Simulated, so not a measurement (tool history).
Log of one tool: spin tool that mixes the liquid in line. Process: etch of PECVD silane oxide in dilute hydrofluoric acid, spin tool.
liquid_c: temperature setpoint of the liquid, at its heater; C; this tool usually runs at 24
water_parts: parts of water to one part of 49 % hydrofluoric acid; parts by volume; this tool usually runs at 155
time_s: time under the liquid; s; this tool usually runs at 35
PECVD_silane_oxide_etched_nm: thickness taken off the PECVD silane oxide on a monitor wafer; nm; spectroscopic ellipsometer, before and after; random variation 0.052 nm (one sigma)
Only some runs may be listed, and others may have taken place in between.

run,hour,liquid_c,water_parts,time_s,"read-back film thickness of the PECVD silane oxide reference wafer, read on the same gauge (nm)",PECVD_silane_oxide_etched_nm
1,0.0,24,155,45,99.98,13.94
2,8.4,24,155,45,99.98,14.22
3,21.8,24,155,45,99.97,14.15
4,37.7,24,120,35,99.98,14.74
5,47.5,24,120,35,99.98,14.81
6,64.2,24,120,35,100.02,14.78
# hour 72.9: hydrofluoric acid flow meter replaced
# hour 82.2: thermometer replaced
7,82.7,24,155,35,100.04,10.16
8,93.8,24,155,35,99.98,10.13
9,108.5,24,155,35,100.00,10.24
10,118.8,24,155,35,99.98,10.16
# hour 123.5: gauge calibrated
11,129.3,24,155,35,100.00,10.31
12,138.8,24,155,35,100.00,10.34

Run 13 comes next. What will it give?
13,153.8,24,155,35,?,?

{"run 13": {"read-back film thickness of the PECVD silane oxide reference wafer, read on the same gauge (nm)": 100.01, "PECVD_silane_oxide_etched_nm": 10.28}}
If the tool had no hidden condition, the same run with the same run-to-run variation would have returned PECVD_silane_oxide_etched_nm 10.01 nm.
